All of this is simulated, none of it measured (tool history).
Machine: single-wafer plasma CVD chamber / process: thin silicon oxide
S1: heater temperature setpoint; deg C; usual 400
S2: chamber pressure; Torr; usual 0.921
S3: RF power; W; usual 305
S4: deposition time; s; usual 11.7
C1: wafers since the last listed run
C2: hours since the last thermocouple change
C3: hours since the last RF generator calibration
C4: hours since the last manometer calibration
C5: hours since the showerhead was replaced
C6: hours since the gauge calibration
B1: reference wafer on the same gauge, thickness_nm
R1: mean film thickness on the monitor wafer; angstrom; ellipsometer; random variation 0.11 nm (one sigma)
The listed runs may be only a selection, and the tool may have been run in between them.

run   hour   S1     S2   S3    S4    C1      C2     C3      C4      C5     C6      B1      R1
  1    0.0  400  0.921  305  11.7     0   682.6  509.1   994.3  2680.1  507.9  24.486  234.43
       1.0  -- gauge calibrated
  2   18.3  408  0.921  275  11.7   389   700.9  527.4  1012.6  2698.4   17.3  24.486  221.88
  3   50.9  408  0.921  275  11.7   693   733.5  560.0  1045.2  2731.0   49.9  24.491  222.54
  4   82.1  408  0.921  275  11.7   664   764.7  591.2  1076.4  2762.2   81.1  24.461  222.65
  5  182.1  400  0.921  305  11.7  2128   864.7  691.2  1176.4  2862.2  181.1  24.512  233.65
  6  216.2  400  0.921  305  11.7   725   898.8  725.3  1210.5  2896.3  215.2  24.518  233.69
  7  243.8  400  0.921  305  11.7   587   926.4  752.9  1238.1  2923.9  242.8  24.447  232.07
     273.9  -- showerhead replaced
  8  277.6  400  0.921  305  11.7   549   960.2  786.7  1271.9     3.7  276.6  24.548  232.10
  9  310.4  400  0.921  305  11.7   698   993.0  819.5  1304.7    36.5  309.4  24.526  234.10
     326.3  -- RF generator calibrated
 10  342.3  400  0.921  305  11.7   508  1024.9   16.0  1336.6    68.4  341.3  24.547  236.37
     352.8  -- capacitance manometer re-zeroed and calibrated
 11  390.0  400  0.921  305  11.7   845  1072.6   63.7    37.2   116.1  389.0  24.486  238.79
 12  415.3  400  1.060  305  10.4   538  1097.9   89.0    62.5   141.4  414.3  24.486  237.99
 13  438.7  400  0.921  305  11.7   498  1121.3  112.4    85.9   164.8  437.7  24.428  237.89
 14  471.7  395  0.921  345   9.7   702  1154.3  145.4   118.9   197.8  470.7  24.507  208.73
 15  490.4  400  0.921  350  11.7   398  1173.0  164.1   137.6   216.5  489.4  24.493  252.56
 16  511.7  387  0.921  305  11.7   453  1194.3  185.4   158.9   237.8  510.7  24.500  241.01
 17  541.4  410  0.921  265  11.7   632  1224.0  215.1   188.6   267.5  540.4  24.477  220.43
     567.3  -- gauge calibrated
 18  571.6  400  1.037  305  13.9   642  1254.2  245.3   218.8   297.7    4.3  24.476  309.68
     589.3  -- thermocouple changed; heater temperature recalibrated
 19  603.0  400  0.921  305  11.7   498    13.7  276.7   250.2   329.1   35.7  24.511  237.26
 20  624.5  400  0.790  355  12.7   457    35.2  298.2   271.7   350.6   57.2  24.491  235.01
 21  638.7  411  0.921  280  11.7   302    49.4  312.4   285.9   364.8   71.4  24.501  226.68
 22  665.6  406  0.921  280  11.7   572    76.3  339.3   312.8   391.7   98.3  24.538  224.94
 23  681.9  400  0.921  305  11.7   346    92.6  355.6   329.1   408.0  114.6  24.499  236.01
 24  703.1  400  0.921  305  11.7   451   113.8  376.8   350.3   429.2  135.8  24.507  235.89
 25  730.9  400  0.921  290  13.5   591   141.6  404.6   378.1   457.0  163.6  24.472  265.40
 26  747.8  414  0.998  335  13.0   359   158.5  421.5   395.0   473.9  180.5  24.532  288.34

What will run 27 give?
 27  767.2  400  0.921  260  13.0  412  177.9  440.9  414.4  493.3  199.9   ?   ?

B1: 24.516
R1: 241.58 angstrom
With no hidden state in the tool, this same run would have given R1 245.41 angstrom.
